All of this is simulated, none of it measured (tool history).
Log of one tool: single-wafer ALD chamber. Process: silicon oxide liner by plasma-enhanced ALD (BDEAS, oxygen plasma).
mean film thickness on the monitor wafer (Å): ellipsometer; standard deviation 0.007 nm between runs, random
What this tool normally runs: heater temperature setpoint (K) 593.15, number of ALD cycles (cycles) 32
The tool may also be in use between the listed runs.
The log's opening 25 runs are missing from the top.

run      day  heater temperature setpoint (K)  number of ALD cycles (cycles)  wafers since the last listed run  hours since the last thermocouple change  hours since the gauge calibration  read-back reference wafer on the same gauge, thickness_nm  mean film thickness on the monitor wafer (Å)
 26     60.5                           604.15                             38                               710                                     131.4                             2446.1                                                      3.002                                         32.85
 27    62.05                           593.15                             35                               371                                     168.6                             2483.3                                                          3                                         30.91
 28     63.1                           593.15                             32                               251                                     193.8                             2508.5                                                      3.001                                         28.19
      63.621  -- gauge calibrated
 29   65.529                           593.15                             32                               582                                     252.1                               45.8                                                          3                                         28.13
 30   67.133                           581.15                             28                               384                                     290.6                               84.3                                                      2.999                                         25.16
 31   69.696                           587.15                             30                               614                                     352.1                              145.8                                                      2.999                                         26.56
 32   72.329                           581.15                             29                               631                                     415.3                                209                                                          3                                         25.94
 33   75.238                           605.15                             38                               697                                     485.1                              278.8                                                      2.999                                          32.7
 34   77.621                           606.15                             26                               571                                     542.3                                336                                                          3                                         22.31
 35   80.479                           604.15                             32                               685                                     610.9                              404.6                                                          3                                         27.67
 36   82.275                           593.15                             32                               430                                       654                              447.7                                                      3.001                                         27.99
 37   83.571                           593.15                             32                               310                                     685.1                              478.8                                                      2.999                                         28.14
 38   85.308                           593.15                             32                               416                                     726.8                              520.5                                                      3.001                                         28.03
 39   86.412                           606.15                             27                               264                                     753.3                                547                                                          3                                         23.25
 40   87.592                           579.15                             26                               282                                     781.6                              575.3                                                      2.999                                         23.47
 41   88.729                           598.15                             38                               272                                     808.9                              602.6                                                          3                                         33.33
 42   91.721                           597.15                             34                               717                                     880.7                              674.4                                                      3.001                                         29.68
 43   93.738                           606.15                             28                               483                                     929.1                              722.8                                                          3                                         24.09
 44   99.021                           599.15                             38                              1266                                    1055.9                              849.6                                                          3                                         33.06
 45  101.896                           588.15                             36                               689                                    1124.9                              918.6                                                      2.999                                         32.09
 46  104.612                           587.15                             36                               651                                    1190.1                              983.8                                                      2.999                                         31.81

Each row is a separate what-if for the run after 46, all from the same tool condition, not one after another. Results?
  A  104.629                           583.15                             32                                 3                                    1190.5                              984.2                                                          ?                                             ?
  B  104.629                           582.15                             35                                 3                                    1190.5                              984.2                                                          ?                                             ?
  C  104.629                           598.15                             32                                 3                                    1190.5                              984.2                                                          ?                                             ?
  D  104.629                           593.15                             37                                 3                                    1190.5                              984.2                                                          ?                                             ?
  E  104.629                           585.15                             37                                 3                                    1190.5                              984.2                                                          ?                                             ?

run  read-back reference wafer on the same gauge, thickness_nm  mean film thickness on the monitor wafer (Å)
  A                                                          3                                         28.73
  B                                                          3                                         31.47
  C                                                          3                                         28.06
  D                                                          3                                          32.7
  E                                                          3                                         33.12
Take away the tool's hidden state, keep each run's random variation, and the runs would have read:
run  mean film thickness on the monitor wafer (Å)
  A                                         28.69
  B                                         31.43
  C                                         28.02
  D                                         32.66
  E                                         33.07
